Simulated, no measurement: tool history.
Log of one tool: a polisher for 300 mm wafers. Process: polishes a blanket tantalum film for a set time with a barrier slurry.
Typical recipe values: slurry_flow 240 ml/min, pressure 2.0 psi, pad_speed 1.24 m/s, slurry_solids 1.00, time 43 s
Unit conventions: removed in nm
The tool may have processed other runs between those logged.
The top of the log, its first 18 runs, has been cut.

run	hour	slurry_flow	pressure	pad_speed	slurry_solids	time	incoming thickness of the incoming film, nm	removed
19	204.9	240	2.0	1.24	1.00	43	443.7	71.1
20	221.8	265	2.0	1.24	1.25	43	449.2	75.8
# hour 224.1: slurry blender recalibrated
# hour 228.9: worn pad replaced by a new one
21	238.0	240	1.8	1.24	1.00	48	447.0	72.9
22	245.3	290	2.2	1.08	0.90	43	450.6	68.5
23	258.6	240	2.5	0.88	1.10	34	453.6	51.1
24	273.3	240	1.4	1.58	1.00	43	449.3	64.2
25	283.3	195	1.6	1.24	1.00	57	449.7	72.6
26	307.3	240	1.5	1.24	1.00	56	452.3	68.8
27	320.1	240	2.0	1.24	1.00	43	450.9	69.7
28	332.1	240	1.5	1.24	1.00	43	449.9	53.0
# hour 350.7: worn pad replaced by a new one
29	351.2	240	2.0	1.24	1.00	43	450.6	75.9
30	362.4	280	2.3	1.44	1.00	49	445.9	114.0
31	379.5	240	2.2	1.24	1.15	56	445.7	109.1

Alternative continuations, all from the tool just after run 31; predict every row:
A	379.9	240	2.0	1.24	1.00	43	444.1	?
B	379.9	240	2.0	0.96	1.00	43	444.1	?
C	379.9	165	1.3	1.66	1.25	43	444.1	?
D	379.9	240	2.6	1.24	0.90	51	444.1	?

run	removed
A	73.3
B	56.7
C	63.9
D	109.4
What these runs would have given with no unlogged condition in the tool:
run	removed
A	75.9
B	58.8
C	66.2
D	113.4
